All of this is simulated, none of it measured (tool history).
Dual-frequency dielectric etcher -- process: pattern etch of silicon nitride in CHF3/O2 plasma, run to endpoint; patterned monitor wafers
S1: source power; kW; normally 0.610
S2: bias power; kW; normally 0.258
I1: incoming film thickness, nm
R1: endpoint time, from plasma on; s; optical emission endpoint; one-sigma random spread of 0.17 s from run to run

Run 1, day 0.000: usual settings; I1 70.8. Result: R1 44.2 s.
Run 2, day 0.367: usual settings; I1 70.9. Result: R1 44.2 s.
Run 3, day 0.921: usual settings; I1 70.5. Result: R1 44.0 s.
Run 4, day 1.508: usual settings but S1 0.540 kW, S2 0.306 kW; I1 69.8. Result: R1 42.9 s.
Run 5, day 2.062: usual settings but S1 0.540 kW, S2 0.306 kW; I1 70.8. Result: R1 43.1 s.
Run 6, day 2.600: usual settings but S1 0.550 kW, S2 0.273 kW; I1 70.3. Result: R1 44.6 s.
Run 7, day 3.067: usual settings but S1 0.550 kW, S2 0.273 kW; I1 71.1. Result: R1 45.1 s.
Run 8, day 3.446: usual settings but S1 0.550 kW, S2 0.273 kW; I1 70.6. Result: R1 44.7 s.
Run 9, day 4.104: usual settings but S1 0.520 kW; I1 70.8. Result: R1 46.5 s.
Run 10, day 4.642: usual settings but S1 0.520 kW; I1 70.4. Result: R1 46.0 s.
Run 11, day 5.312: usual settings; I1 70.0. Result: R1 43.7 s.
Run 12, day 5.879: usual settings; I1 70.3. Result: R1 43.8 s.
Run 13, day 6.554: usual settings; I1 70.2. Result: R1 44.0 s.
Run 14, day 7.100: usual settings; I1 70.3. Result: R1 44.2 s.
Run 15, day 7.379: usual settings; I1 71.1. Result: R1 44.7 s.
Run 16, day 7.988: usual settings but S1 0.470 kW, S2 0.206 kW; I1 71.2. Result: R1 51.5 s.
Run 17, day 8.404: usual settings; I1 69.7. Result: R1 43.9 s.
Run 18, day 9.092: usual settings but S1 0.710 kW, S2 0.277 kW; I1 70.7. Result: R1 41.8 s.
Run 19, day 9.421: usual settings but S1 0.680 kW, S2 0.274 kW; I1 70.4. Result: R1 42.3 s.
Run 20, day 10.154: usual settings but S1 0.490 kW, S2 0.313 kW; I1 70.3. Result: R1 43.9 s.
At day 10.667: bias power generator calibrated.
At day 11.588: wet clean of the chamber.
Run 21, day 11.608: usual settings but S1 0.660 kW, S2 0.241 kW; I1 70.9. Result: R1 43.9 s.
Run 22, day 11.854: usual settings; I1 70.4. Result: R1 43.7 s.
At day 12.046: source power generator calibrated.
At day 13.354: upper electrode replaced.
Run 23, day 13.375: usual settings but S1 0.570 kW, S2 0.204 kW; I1 70.9. Result: R1 48.3 s.
Run 24, day 13.388: usual settings but S1 0.460 kW; I1 70.8. Result: R1 47.4 s.
Run 25, day 13.721: usual settings but S1 0.550 kW, S2 0.226 kW; I1 70.3. Result: R1 46.9 s.
Run 26, day 14.146: usual settings but S1 0.680 kW, S2 0.280 kW; I1 70.3. Result: R1 41.2 s.
Run 27, day 14.492: usual settings; I1 70.5. Result: R1 43.7 s.
Run 28, day 14.883: usual settings but S1 0.480 kW, S2 0.226 kW; I1 69.6. Result: R1 48.5 s.
Run 29, day 16.779: usual settings but S2 0.279 kW; I1 70.5. Result: R1 42.7 s.

Branching from run 29: 3 alternative next runs. What would each branch give?
Run A, day 16.796: usual settings; I1 71.1. Result: R1 ?.
Run B, day 16.796: usual settings but S1 0.470 kW, S2 0.309 kW; I1 71.1. Result: R1 ?.
Run C, day 16.796: usual settings but S1 0.560 kW, S2 0.282 kW; I1 71.1. Result: R1 ?.

run    R1
  A  44.3
  B  44.7
  C  44.1
Without the tool's hidden state the same runs would have given:
run    R1
  A  44.1
  B  44.5
  C  43.8

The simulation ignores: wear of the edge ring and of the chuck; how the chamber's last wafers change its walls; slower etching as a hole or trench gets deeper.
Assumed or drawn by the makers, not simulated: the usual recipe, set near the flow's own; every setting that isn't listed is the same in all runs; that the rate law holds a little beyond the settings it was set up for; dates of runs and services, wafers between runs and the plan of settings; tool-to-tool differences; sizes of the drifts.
